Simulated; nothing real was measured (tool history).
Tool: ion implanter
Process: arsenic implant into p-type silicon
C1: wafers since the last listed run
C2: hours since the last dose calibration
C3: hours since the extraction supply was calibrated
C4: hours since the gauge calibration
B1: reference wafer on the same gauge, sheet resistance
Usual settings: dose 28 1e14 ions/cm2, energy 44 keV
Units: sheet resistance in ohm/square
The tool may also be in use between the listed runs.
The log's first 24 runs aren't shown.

-- hour=2013.8 Faraday cup replaced and dose calibrated
run 25 hour=2077.8 | dose=20.36 energy=59.5 | C1=1380 C2=64 C3=2412.7 C4=168.1 | B1=69.73 | sheet_resistance=64.43
run 26 hour=2151.5 | dose=32.3 energy=55 | C1=1153 C2=137.7 C3=2486.4 C4=241.8 | B1=69.69 | sheet_resistance=53.95
run 27 hour=2214.7 | dose=23.47 energy=56.5 | C1=989 C2=200.9 C3=2549.6 C4=305 | B1=69.77 | sheet_resistance=60.7
-- hour=2283.4 extraction supply calibrated
run 28 hour=2283.9 | dose=21.06 energy=48.5 | C1=957 C2=270.1 C3=0.5 C4=374.2 | B1=69.74 | sheet_resistance=67.56
run 29 hour=2348.7 | dose=23.36 energy=34 | C1=1014 C2=334.9 C3=65.3 C4=439 | B1=69.7 | sheet_resistance=71.81
run 30 hour=2395.9 | dose=28 energy=30 | C1=738 C2=382.1 C3=112.5 C4=486.2 | B1=69.76 | sheet_resistance=70.62
run 31 hour=2452.9 | dose=28 energy=51.5 | C1=892 C2=439.1 C3=169.5 C4=543.2 | B1=69.65 | sheet_resistance=58.15
run 32 hour=2552 | dose=28 energy=52 | C1=1550 C2=538.2 C3=268.6 C4=642.3 | B1=69.7 | sheet_resistance=57.91
run 33 hour=2609.4 | dose=28 energy=44 | C1=898 C2=595.6 C3=326 C4=699.7 | B1=69.65 | sheet_resistance=61.58
run 34 hour=2669.2 | dose=21.77 energy=36.5 | C1=935 C2=655.4 C3=385.8 C4=759.5 | B1=69.77 | sheet_resistance=72.19
run 35 hour=2837.8 | dose=24.69 energy=44 | C1=2638 C2=824 C3=554.4 C4=928.1 | B1=69.69 | sheet_resistance=64.26
run 36 hour=2878.9 | dose=24.26 energy=44 | C1=643 C2=865.1 C3=595.5 C4=969.2 | B1=69.66 | sheet_resistance=65.06

4 ways to go on from here, each from the tool as it stands after run 36. What would each give?
run A hour=2879.3 | dose=28 energy=44 | C1=6 C2=865.5 C3=595.9 C4=969.6 | B1=? | sheet_resistance=?
run B hour=2879.3 | dose=20.66 energy=58 | C1=6 C2=865.5 C3=595.9 C4=969.6 | B1=? | sheet_resistance=?
run C hour=2879.3 | dose=19.94 energy=35.5 | C1=6 C2=865.5 C3=595.9 C4=969.6 | B1=? | sheet_resistance=?
run D hour=2879.3 | dose=28 energy=34 | C1=6 C2=865.5 C3=595.9 C4=969.6 | B1=? | sheet_resistance=?

run=A B1=69.72 sheet_resistance=61.22
run=B B1=69.72 sheet_resistance=63.66
run=C B1=69.72 sheet_resistance=75.05
run=D B1=69.72 sheet_resistance=66.99
Without the tool's hidden state the same runs would have given:
run=A sheet_resistance=61.43
run=B sheet_resistance=64.02
run=C sheet_resistance=75.4
run=D sheet_resistance=67.2

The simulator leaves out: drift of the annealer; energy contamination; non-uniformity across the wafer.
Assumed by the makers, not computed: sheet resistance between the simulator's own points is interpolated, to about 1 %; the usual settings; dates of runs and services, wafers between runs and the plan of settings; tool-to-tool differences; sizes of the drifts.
